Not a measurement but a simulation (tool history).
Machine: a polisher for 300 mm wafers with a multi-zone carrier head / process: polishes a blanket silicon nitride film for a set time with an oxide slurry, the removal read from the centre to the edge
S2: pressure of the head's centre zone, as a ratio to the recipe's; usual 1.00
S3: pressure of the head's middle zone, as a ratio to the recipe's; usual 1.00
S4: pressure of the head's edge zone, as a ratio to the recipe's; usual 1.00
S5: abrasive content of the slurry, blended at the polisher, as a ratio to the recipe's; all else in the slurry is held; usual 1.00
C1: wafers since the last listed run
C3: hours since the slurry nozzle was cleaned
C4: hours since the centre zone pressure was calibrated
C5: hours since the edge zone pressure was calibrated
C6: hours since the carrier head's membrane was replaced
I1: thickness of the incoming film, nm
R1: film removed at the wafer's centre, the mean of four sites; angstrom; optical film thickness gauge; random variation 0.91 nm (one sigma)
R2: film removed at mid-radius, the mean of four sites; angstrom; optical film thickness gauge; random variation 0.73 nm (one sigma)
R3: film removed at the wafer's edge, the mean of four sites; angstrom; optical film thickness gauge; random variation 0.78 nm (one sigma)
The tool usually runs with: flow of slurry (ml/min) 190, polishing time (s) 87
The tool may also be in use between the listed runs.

{"run": 1, "hour": 0.0, "flow of slurry (ml/min)": 190, "S2": 1.0, "S3": 1.0, "S4": 1.0, "S5": 1.15, "polishing time (s)": 87, "C1": 0, "wafers polished on this pad": 275, "C3": 175.7, "C4": 1247.7, "C5": 1201.8, "C6": 1445.5, "I1": 239.3, "R1": 691, "R2": 674, "R3": 650}
{"run": 2, "hour": 7.6, "flow of slurry (ml/min)": 190, "S2": 1.0, "S3": 1.0, "S4": 1.0, "S5": 1.0, "polishing time (s)": 74, "C1": 65, "wafers polished on this pad": 341, "C3": 183.3, "C4": 1255.3, "C5": 1209.4, "C6": 1453.1, "I1": 238.2, "R1": 539, "R2": 521, "R3": 493}
{"run": 3, "hour": 14.0, "flow of slurry (ml/min)": 160, "S2": 1.0, "S3": 1.0, "S4": 1.0, "S5": 1.0, "polishing time (s)": 87, "C1": 55, "wafers polished on this pad": 396, "C3": 189.7, "C4": 1261.7, "C5": 1215.8, "C6": 1459.5, "I1": 239.6, "R1": 620, "R2": 600, "R3": 584}
{"run": 4, "hour": 30.9, "flow of slurry (ml/min)": 160, "S2": 1.0, "S3": 1.0, "S4": 1.0, "S5": 1.0, "polishing time (s)": 87, "C1": 145, "wafers polished on this pad": 542, "C3": 206.6, "C4": 1278.6, "C5": 1232.7, "C6": 1476.4, "I1": 238.7, "R1": 600, "R2": 602, "R3": 583}
{"run": 5, "hour": 51.4, "flow of slurry (ml/min)": 160, "S2": 1.0, "S3": 1.0, "S4": 1.0, "S5": 1.0, "polishing time (s)": 87, "C1": 176, "wafers polished on this pad": 718, "C3": 227.1, "C4": 1299.1, "C5": 1253.2, "C6": 1496.9, "I1": 244.6, "R1": 592, "R2": 592, "R3": 569}
{"hour": 57.6, "done": "worn pad replaced by a new one, repeated, since the last time left the tool worse"}
{"run": 6, "hour": 60.4, "flow of slurry (ml/min)": 190, "S2": 1.0, "S3": 1.0, "S4": 1.0, "S5": 1.0, "polishing time (s)": 87, "C1": 43, "wafers polished on this pad": 24, "C3": 236.1, "C4": 1308.1, "C5": 1262.2, "C6": 1505.9, "I1": 241.8, "R1": 747, "R2": 728, "R3": 706}
{"run": 7, "hour": 78.3, "flow of slurry (ml/min)": 190, "S2": 0.92, "S3": 1.06, "S4": 1.0, "S5": 1.0, "polishing time (s)": 109, "C1": 154, "wafers polished on this pad": 178, "C3": 254.0, "C4": 1326.0, "C5": 1280.1, "C6": 1523.8, "I1": 239.6, "R1": 858, "R2": 966, "R3": 892}
{"run": 8, "hour": 93.7, "flow of slurry (ml/min)": 145, "S2": 1.1, "S3": 1.0, "S4": 1.08, "S5": 0.7, "polishing time (s)": 87, "C1": 132, "wafers polished on this pad": 311, "C3": 269.4, "C4": 1341.4, "C5": 1295.5, "C6": 1539.2, "I1": 240.9, "R1": 565, "R2": 501, "R3": 505}
{"run": 9, "hour": 105.8, "flow of slurry (ml/min)": 190, "S2": 1.0, "S3": 1.07, "S4": 1.0, "S5": 0.8, "polishing time (s)": 87, "C1": 104, "wafers polished on this pad": 415, "C3": 281.5, "C4": 1353.5, "C5": 1307.6, "C6": 1551.3, "I1": 239.1, "R1": 615, "R2": 631, "R3": 576}
{"run": 10, "hour": 123.1, "flow of slurry (ml/min)": 190, "S2": 1.0, "S3": 1.0, "S4": 1.0, "S5": 1.0, "polishing time (s)": 87, "C1": 149, "wafers polished on this pad": 564, "C3": 298.8, "C4": 1370.8, "C5": 1324.9, "C6": 1568.6, "I1": 242.3, "R1": 738, "R2": 725, "R3": 701}
{"hour": 130.7, "done": "edge zone pressure recalibrated"}
{"run": 11, "hour": 137.6, "flow of slurry (ml/min)": 190, "S2": 1.0, "S3": 0.91, "S4": 0.96, "S5": 1.0, "polishing time (s)": 63, "C1": 107, "wafers polished on this pad": 672, "C3": 313.3, "C4": 1385.3, "C5": 6.9, "C6": 1583.1, "I1": 237.8, "R1": 526, "R2": 479, "R3": 489}
{"run": 12, "hour": 149.6, "flow of slurry (ml/min)": 190, "S2": 0.89, "S3": 0.92, "S4": 1.0, "S5": 0.9, "polishing time (s)": 87, "C1": 103, "wafers polished on this pad": 776, "C3": 325.3, "C4": 1397.3, "C5": 18.9, "C6": 1595.1, "I1": 237.2, "R1": 595, "R2": 619, "R3": 641}
{"hour": 152.9, "done": "centre zone pressure recalibrated"}
{"hour": 168.2, "done": "carrier head's membrane replaced by a new one"}
{"run": 13, "hour": 168.7, "flow of slurry (ml/min)": 190, "S2": 1.1, "S3": 1.0, "S4": 1.0, "S5": 1.0, "polishing time (s)": 87, "C1": 104, "wafers polished on this pad": 880, "C3": 344.4, "C4": 15.8, "C5": 38.0, "C6": 0.5, "I1": 245.1, "R1": 793, "R2": 701, "R3": 691}
{"run": 14, "hour": 174.6, "flow of slurry (ml/min)": 190, "S2": 1.0, "S3": 1.0, "S4": 1.0, "S5": 1.15, "polishing time (s)": 65, "C1": 50, "wafers polished on this pad": 931, "C3": 350.3, "C4": 21.7, "C5": 43.9, "C6": 6.4, "I1": 242.6, "R1": 587, "R2": 570, "R3": 546}
{"run": 15, "hour": 186.6, "flow of slurry (ml/min)": 190, "S2": 1.0, "S3": 1.0, "S4": 0.96, "S5": 1.0, "polishing time (s)": 60, "C1": 103, "wafers polished on this pad": 1035, "C3": 362.3, "C4": 33.7, "C5": 55.9, "C6": 18.4, "I1": 236.6, "R1": 490, "R2": 480, "R3": 459}
{"hour": 193.2, "done": "slurry nozzle cleaned"}
{"run": 16, "hour": 196.6, "flow of slurry (ml/min)": 190, "S2": 1.12, "S3": 1.0, "S4": 0.95, "S5": 1.1, "polishing time (s)": 87, "C1": 77, "wafers polished on this pad": 1112, "C3": 3.4, "C4": 43.7, "C5": 65.9, "C6": 28.4, "I1": 242.4, "R1": 820, "R2": 717, "R3": 692}
{"run": 17, "hour": 203.4, "flow of slurry (ml/min)": 190, "S2": 1.0, "S3": 1.0, "S4": 1.0, "S5": 1.0, "polishing time (s)": 87, "C1": 58, "wafers polished on this pad": 1171, "C3": 10.2, "C4": 50.5, "C5": 72.7, "C6": 35.2, "I1": 237.6, "R1": 705, "R2": 680, "R3": 678}
{"hour": 215.8, "done": "worn pad replaced by a new one"}
{"run": 18, "hour": 216.8, "flow of slurry (ml/min)": 245, "S2": 1.0, "S3": 1.11, "S4": 1.09, "S5": 1.0, "polishing time (s)": 112, "C1": 81, "wafers polished on this pad": 8, "C3": 23.6, "C4": 63.9, "C5": 86.1, "C6": 48.6, "I1": 239.4, "R1": 991, "R2": 1059, "R3": 967}
{"run": 19, "hour": 227.0, "flow of slurry (ml/min)": 190, "S2": 1.0, "S3": 1.0, "S4": 1.0, "S5": 1.0, "polishing time (s)": 87, "C1": 87, "wafers polished on this pad": 96, "C3": 33.8, "C4": 74.1, "C5": 96.3, "C6": 58.8, "I1": 237.5, "R1": 743, "R2": 737, "R3": 698}
{"run": 20, "hour": 233.1, "flow of slurry (ml/min)": 190, "S2": 1.0, "S3": 0.89, "S4": 0.89, "S5": 1.0, "polishing time (s)": 87, "C1": 52, "wafers polished on this pad": 149, "C3": 39.9, "C4": 80.2, "C5": 102.4, "C6": 64.9, "I1": 243.8, "R1": 741, "R2": 648, "R3": 669}
{"run": 21, "hour": 251.1, "flow of slurry (ml/min)": 255, "S2": 1.0, "S3": 1.0, "S4": 1.0, "S5": 1.0, "polishing time (s)": 87, "C1": 155, "wafers polished on this pad": 304, "C3": 57.9, "C4": 98.2, "C5": 120.4, "C6": 82.9, "I1": 242.7, "R1": 782, "R2": 756, "R3": 716}

Run 22 comes next. What will it give?
{"run": 22, "hour": 265.0, "flow of slurry (ml/min)": 190, "S2": 1.0, "S3": 1.0, "S4": 1.0, "S5": 1.0, "polishing time (s)": 87, "C1": 119, "wafers polished on this pad": 424, "C3": 71.8, "C4": 112.1, "C5": 134.3, "C6": 96.8, "I1": 242.7, "R1": "?", "R2": "?", "R3": "?"}

{"run 22": {"R1": 727, "R2": 721, "R3": 699}}
On a tool with no hidden condition, and with the same random variation, this run would have come out at R1 739 angstrom, R2 733 angstrom, R3 711 angstrom.
